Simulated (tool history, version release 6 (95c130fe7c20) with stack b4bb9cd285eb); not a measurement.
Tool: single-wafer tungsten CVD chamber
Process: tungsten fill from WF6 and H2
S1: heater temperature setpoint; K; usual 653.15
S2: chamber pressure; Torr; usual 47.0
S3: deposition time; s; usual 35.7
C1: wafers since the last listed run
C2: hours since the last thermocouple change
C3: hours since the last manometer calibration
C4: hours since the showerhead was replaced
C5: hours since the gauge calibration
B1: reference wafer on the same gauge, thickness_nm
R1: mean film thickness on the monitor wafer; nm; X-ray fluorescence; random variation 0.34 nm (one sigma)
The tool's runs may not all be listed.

run	day	S1	S2	S3	C1	C2	C3	C4	C5	B1	R1
1	0.000	653.15	47.0	35.7	0	966.7	1744.2	3733.3	1399.0	72.132	81.349
# day 1.292: thermocouple changed; heater temperature recalibrated
2	2.354	653.15	47.0	35.7	719	25.5	1800.7	3789.8	1455.5	72.121	80.914
3	4.992	653.15	47.0	35.7	938	88.8	1864.0	3853.1	1518.8	72.227	80.444
4	6.812	646.15	47.0	35.7	648	132.5	1907.7	3896.8	1562.5	72.147	68.255
5	9.071	653.15	54.9	35.7	803	186.7	1961.9	3951.0	1616.7	72.168	85.612
6	13.308	653.15	47.0	32.8	1508	288.4	2063.6	4052.7	1718.4	72.214	73.620
7	14.904	653.15	47.0	32.8	567	326.7	2101.9	4091.0	1756.7	72.068	73.609
8	18.821	653.15	47.0	32.8	1393	420.7	2195.9	4185.0	1850.7	72.222	73.372
9	23.100	653.15	47.0	35.7	1522	523.4	2298.6	4287.7	1953.4	72.124	80.850
10	24.958	653.15	47.0	35.7	661	568.0	2343.2	4332.3	1998.0	72.381	80.276
11	29.400	647.15	47.0	35.7	1580	674.6	2449.8	4438.9	2104.6	72.137	69.662
12	33.200	647.15	47.0	35.7	1352	765.8	2541.0	4530.1	2195.8	72.154	69.525
13	35.642	645.15	47.0	35.7	868	824.4	2599.6	4588.7	2254.4	72.197	65.678
14	37.946	653.15	40.1	35.7	820	879.7	2654.9	4644.0	2309.7	72.125	75.135

Forecast run 15:
# day 39.967: capacitance manometer re-zeroed and calibrated
15	39.988	643.15	37.2	41.5	607	928.7	0.5	4693.0	2358.7	?	?

Run 15 gave B1 72.209, R1 69.411 nm.
Without the tool's hidden state the same run would have given R1 69.052 nm.
